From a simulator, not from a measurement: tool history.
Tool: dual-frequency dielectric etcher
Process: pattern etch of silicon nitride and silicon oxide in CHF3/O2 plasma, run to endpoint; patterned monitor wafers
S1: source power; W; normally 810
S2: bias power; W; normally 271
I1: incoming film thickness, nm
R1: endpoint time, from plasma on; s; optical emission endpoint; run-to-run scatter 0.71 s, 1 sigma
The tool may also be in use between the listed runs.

run 1 hour=0 | S1=810 S2=271 | I1=223.4 | R1=123.5
run 2 hour=62.6 | S1=810 S2=271 | I1=220.2 | R1=123
run 3 hour=112.7 | S1=810 S2=271 | I1=222.8 | R1=123.4
run 4 hour=160.6 | S1=810 S2=271 | I1=221.4 | R1=124.4
run 5 hour=240.5 | S1=810 S2=271 | I1=221.8 | R1=122.2
run 6 hour=314.3 | S1=810 S2=271 | I1=223.6 | R1=124.8
run 7 hour=419.2 | S1=810 S2=271 | I1=221.7 | R1=125
run 8 hour=485.8 | S1=810 S2=271 | I1=220.7 | R1=124.4
run 9 hour=532.5 | S1=680 S2=235 | I1=222.8 | R1=145.8
run 10 hour=575 | S1=810 S2=271 | I1=222.5 | R1=124.8
run 11 hour=639.4 | S1=810 S2=271 | I1=221.2 | R1=119.1
run 12 hour=744.3 | S1=810 S2=291 | I1=225.3 | R1=117.9
run 13 hour=818.1 | S1=880 S2=271 | I1=222.5 | R1=115.6
run 14 hour=906.1 | S1=690 S2=216 | I1=222.3 | R1=143
run 15 hour=974.7 | S1=630 S2=320 | I1=223.5 | R1=136.9
run 16 hour=1067.2 | S1=920 S2=222 | I1=223.3 | R1=119.5
run 17 hour=1140 | S1=890 S2=310 | I1=225 | R1=110.8
run 18 hour=1222.4 | S1=930 S2=271 | I1=220.7 | R1=110.8
run 19 hour=1284.4 | S1=810 S2=335 | I1=223.4 | R1=114.6
run 20 hour=1338.2 | S1=870 S2=289 | I1=223 | R1=117.3
run 21 hour=1407.7 | S1=950 S2=303 | I1=222.9 | R1=106.8
run 22 hour=1455.8 | S1=810 S2=271 | I1=225.2 | R1=122.1
run 23 hour=1562.7 | S1=810 S2=316 | I1=222.6 | R1=117.2
run 24 hour=1656.1 | S1=810 S2=271 | I1=222.2 | R1=123.8
run 25 hour=1738.1 | S1=960 S2=239 | I1=222.6 | R1=115.9
run 26 hour=1841.7 | S1=810 S2=251 | I1=222 | R1=124.4
run 27 hour=1906.3 | S1=1010 S2=330 | I1=224.4 | R1=103.5
run 28 hour=1990.3 | S1=810 S2=271 | I1=224.8 | R1=125.1
run 29 hour=2036.5 | S1=1000 S2=271 | I1=223.5 | R1=111.4
run 30 hour=2121.3 | S1=680 S2=211 | I1=222.2 | R1=149.1
run 31 hour=2225.6 | S1=940 S2=296 | I1=222.4 | R1=111.5
run 32 hour=2321.4 | S1=650 S2=204 | I1=224.3 | R1=151.5
run 33 hour=2381.4 | S1=810 S2=271 | I1=223.5 | R1=120.2
run 34 hour=2472.7 | S1=630 S2=320 | I1=222.5 | R1=135.8
run 35 hour=2512 | S1=910 S2=210 | I1=220.4 | R1=120.4

Between the runs listed above, the log contained 7 entries, not reproduced here. Where in the sequence does each belong, and how does what the log doesn't record of the tool's condition differ from the listed run before to the listed run after?
Runs 10 to 11: bias power generator calibrated (hour 636); wet clean of the chamber (hour 637.1)
  etch rate over this chamber's usual, %: -4.54 -> -0.332; source power that arrives over what is set, %: 1.59 -> 1.86
  difference, measured minus the result without the unlogged condition, R1: +4.5 -> -1 s
Runs 19 to 20: source power generator calibrated (hour 1288.4)
  etch rate over this chamber's usual, %: -3.33 -> -3.58; source power that arrives over what is set, %: 5.32 -> 0.11
  difference, measured minus the result without the unlogged condition, R1: +0.4 -> +4.1 s
Runs 20 to 21: wet clean of the chamber (hour 1376.5)
  etch rate over this chamber's usual, %: -3.58 -> -0.388; source power that arrives over what is set, %: 0.11 -> 0.129
  difference, measured minus the result without the unlogged condition, R1: +4.1 -> +0.4 s
Runs 23 to 24: upper electrode replaced (hour 1615.4)
  etch rate over this chamber's usual, %: -1.11 -> -1.54; source power that arrives over what is set, %: 0.231 -> 0.332
  difference, measured minus the result without the unlogged condition, R1: +1.1 -> +1.7 s
Runs 29 to 30: bias power generator calibrated (hour 2050.1)
  etch rate over this chamber's usual, %: -3.31 -> -3.7; source power that arrives over what is set, %: 1.04 -> 1.27
  difference, measured minus the result without the unlogged condition, R1: +3 -> +4.4 s
Runs 31 to 32: wet clean of the chamber (hour 2278.5)
  etch rate over this chamber's usual, %: -4.18 -> -0.0699; source power that arrives over what is set, %: 1.57 -> 1.89
  difference, measured minus the result without the unlogged condition, R1: +3.6 -> -1.6 s
